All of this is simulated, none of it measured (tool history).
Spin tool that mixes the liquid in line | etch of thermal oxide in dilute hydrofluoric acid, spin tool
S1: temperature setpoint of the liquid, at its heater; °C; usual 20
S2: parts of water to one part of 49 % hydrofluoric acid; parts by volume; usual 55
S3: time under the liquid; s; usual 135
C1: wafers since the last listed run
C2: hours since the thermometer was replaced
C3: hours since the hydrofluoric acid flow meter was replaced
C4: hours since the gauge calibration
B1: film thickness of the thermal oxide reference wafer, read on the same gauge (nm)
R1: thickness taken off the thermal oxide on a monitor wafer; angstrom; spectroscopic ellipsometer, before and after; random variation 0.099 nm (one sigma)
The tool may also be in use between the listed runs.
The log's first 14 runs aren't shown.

Run 15, hour 349: usual settings but S3 155 s; C1 196; C2 1732; C3 277.2; C4 390.9; B1 79.99. Result: R1 127.2 angstrom.
Run 16, hour 384.9: usual settings; C1 332; C2 1767.9; C3 313.1; C4 426.8; B1 80.01. Result: R1 109 angstrom.
Run 17, hour 397.2: usual settings but S1 24 °C, S3 90 s; C1 113; C2 1780.2; C3 325.4; C4 439.1; B1 80. Result: R1 87.4 angstrom.
Run 18, hour 432.5: usual settings but S1 24 °C, S2 40 parts by volume; C1 326; C2 1815.5; C3 360.7; C4 474.4; B1 80. Result: R1 182.4 angstrom.
Run 19, hour 460: usual settings but S1 23.5 °C; C1 254; C2 1843; C3 388.2; C4 501.9; B1 80. Result: R1 127.2 angstrom.
Run 20, hour 479.1: usual settings but S2 40 parts by volume, S3 180 s; C1 176; C2 1862.1; C3 407.3; C4 521; B1 79.99. Result: R1 206.9 angstrom.
Run 21, hour 506.8: usual settings; C1 256; C2 1889.8; C3 435; C4 548.7; B1 80.01. Result: R1 110.4 angstrom.
Run 22, hour 523.4: usual settings; C1 153; C2 1906.4; C3 451.6; C4 565.3; B1 80.01. Result: R1 110.5 angstrom.
At hour 541.8: thermometer replaced.
Run 23, hour 542.3: usual settings but S2 40 parts by volume; C1 165; C2 0.5; C3 470.5; C4 584.2; B1 79.99. Result: R1 155.2 angstrom.
Run 24, hour 564.6: usual settings but S1 24 °C, S2 75 parts by volume, S3 85 s; C1 206; C2 22.8; C3 492.8; C4 606.5; B1 80.02. Result: R1 59.1 angstrom.
At hour 569.3: hydrofluoric acid flow meter replaced.
At hour 583.3: gauge calibrated.
Run 25, hour 589.1: usual settings but S1 21.5 °C, S3 180 s; C1 217; C2 47.3; C3 19.8; C4 5.8; B1 80.01. Result: R1 154.6 angstrom.
Run 26, hour 603: usual settings; C1 128; C2 61.2; C3 33.7; C4 19.7; B1 80.02. Result: R1 110.6 angstrom.
Run 27, hour 619.5: usual settings but S1 17 °C, S2 40 parts by volume; C1 152; C2 77.7; C3 50.2; C4 36.2; B1 80. Result: R1 137 angstrom.
Run 28, hour 636.1: usual settings but S3 160 s; C1 153; C2 94.3; C3 66.8; C4 52.8; B1 79.97. Result: R1 131.6 angstrom.
Run 29, hour 656.8: usual settings but S2 30 parts by volume; C1 191; C2 115; C3 87.5; C4 73.5; B1 80. Result: R1 209.7 angstrom.
Run 30, hour 684.5: usual settings; C1 256; C2 142.7; C3 115.2; C4 101.2; B1 79.98. Result: R1 109.2 angstrom.
Run 31, hour 716.4: usual settings but S1 17 °C, S2 80 parts by volume, S3 200 s; C1 295; C2 174.6; C3 147.1; C4 133.1; B1 80.01. Result: R1 96 angstrom.
Run 32, hour 741.1: usual settings; C1 228; C2 199.3; C3 171.8; C4 157.8; B1 79.98. Result: R1 109.6 angstrom.

Forecast each of these 4 alternatives for the next run:
Run A, hour 741.6: usual settings but S1 24 °C; C1 4; C2 199.8; C3 172.3; C4 158.3; B1 ?. Result: R1 ?.
Run B, hour 741.6: usual settings but S1 24 °C, S2 45 parts by volume, S3 170 s; C1 4; C2 199.8; C3 172.3; C4 158.3; B1 ?. Result: R1 ?.
Run C, hour 741.6: usual settings but S2 80 parts by volume; C1 4; C2 199.8; C3 172.3; C4 158.3; B1 ?. Result: R1 ?.
Run D, hour 741.6: usual settings but S2 45 parts by volume; C1 4; C2 199.8; C3 172.3; C4 158.3; B1 ?. Result: R1 ?.

run  B1     R1
  A  80    132
  B  80  205.9
  C  80   74.6
  D  80  138.2
Without the tool's hidden state the same runs would have given:
run     R1
  A    132
  B  205.9
  C   74.6
  D  138.2
